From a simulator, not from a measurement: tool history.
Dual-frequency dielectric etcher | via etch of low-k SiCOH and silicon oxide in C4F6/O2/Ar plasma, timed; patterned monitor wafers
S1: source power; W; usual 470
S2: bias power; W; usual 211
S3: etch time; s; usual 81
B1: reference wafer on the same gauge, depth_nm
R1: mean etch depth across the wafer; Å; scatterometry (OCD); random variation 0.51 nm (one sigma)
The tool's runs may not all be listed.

| run | hour | S1 | S2 | S3 | B1 | R1 |
|---|---|---|---|---|---|---|
| 1 | 0 | 470 | 211 | 81 | 271.9 | 2469 |
| 2 | 92.8 | 470 | 211 | 81 | 272 | 2445 |
| 3 | 145.8 | 470 | 211 | 81 | 271.9 | 2448 |
| 4 | 225.9 | 470 | 211 | 81 | 272.1 | 2447 |
|  | 254.7 | gauge calibrated |
| 5 | 331.7 | 470 | 211 | 81 | 272.1 | 2437 |
| 6 | 399.9 | 470 | 211 | 81 | 271.9 | 2436 |
| 7 | 455.9 | 520 | 211 | 81 | 271.7 | 2602 |
| 8 | 512.8 | 550 | 211 | 89 | 272.2 | 2930 |
| 9 | 615.3 | 470 | 211 | 81 | 271.9 | 2436 |
|  | 649.4 | wet clean of the chamber |
| 10 | 678.8 | 470 | 211 | 81 | 271.9 | 2470 |

Run 11 comes next. What will it give?
|  | 708.9 | upper electrode replaced |
| 11 | 720.4 | 570 | 256 | 81 | ? | ? |

B1: 271.9
R1: 2907 Å
Without the tool's hidden state the same run would have given R1 2849 Å.
